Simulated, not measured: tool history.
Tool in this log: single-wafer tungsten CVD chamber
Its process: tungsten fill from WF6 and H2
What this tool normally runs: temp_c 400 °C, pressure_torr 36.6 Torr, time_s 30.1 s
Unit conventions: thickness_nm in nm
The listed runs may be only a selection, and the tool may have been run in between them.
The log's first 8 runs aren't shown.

run	hour	temp_c	pressure_torr	time_s	read-back reference wafer on the same gauge, thickness_nm	thickness_nm
9	188.2	400	36.6	30.1	100.518	87.462
10	203.7	400	36.6	30.1	100.491	87.119
11	227.3	400	36.6	30.1	100.454	86.937
12	242.8	405	36.6	30.1	100.508	94.149
13	257	400	36.6	30.1	100.491	86.915
14	287.7	400	36.6	30.1	100.457	86.923
15	308.4	400	36.6	30.1	100.511	86.937
16	321.3	400	36.6	30.1	100.501	87.156
# hour 338.4: capacitance manometer re-zeroed and calibrated
17	338.9	410	31.5	35.7	100.505	115.354
# hour 347.9: gauge calibrated
18	363	400	36.6	30.1	100.473	86.651
19	377.2	400	31.3	30.1	100.536	82.503
20	401.5	400	36.6	30.1	100.482	86.453
21	435.7	385	34.1	25.5	100.447	55.257
22	454.1	400	30.1	30.1	100.528	81.391
23	469.1	400	36.6	30.1	100.527	86.019
24	485.2	411	45.5	30.1	100.483	109.989
25	511.5	400	36.6	30.1	100.49	85.955
26	539.9	410	27.7	28.1	100.457	86.365
27	555.9	400	36.6	30.1	100.496	85.747
28	590.4	400	41.4	30.1	100.476	89.471
# hour 602.8: thermocouple changed; heater temperature recalibrated
# hour 622.3: showerhead replaced
29	680.3	395	31.5	25.3	100.513	67.129
30	703.8	410	30.9	33.6	100.495	112.224
# hour 731.3: gauge calibrated
31	738.5	400	31.1	34.2	100.499	98.555
32	753.8	395	36.6	30.1	100.514	83.89
33	784.7	386	29.9	31.7	100.505	71.139

Forecast each of these 4 alternatives for the next run:
A	785.1	400	36.6	30.1	?	?
B	785.1	414	29.7	35.7	?	?
C	785.1	400	31.1	33.6	?	?
D	785.1	413	29.1	24.9	?	?

run	read-back reference wafer on the same gauge, thickness_nm	thickness_nm
A	100.52	91.142
B	100.52	125.548
C	100.52	96.718
D	100.52	85.674
The same runs, with their run-to-run variation unchanged, on a tool lacking any hidden condition would have given:
run	thickness_nm
A	91.251
B	125.679
C	96.834
D	85.764

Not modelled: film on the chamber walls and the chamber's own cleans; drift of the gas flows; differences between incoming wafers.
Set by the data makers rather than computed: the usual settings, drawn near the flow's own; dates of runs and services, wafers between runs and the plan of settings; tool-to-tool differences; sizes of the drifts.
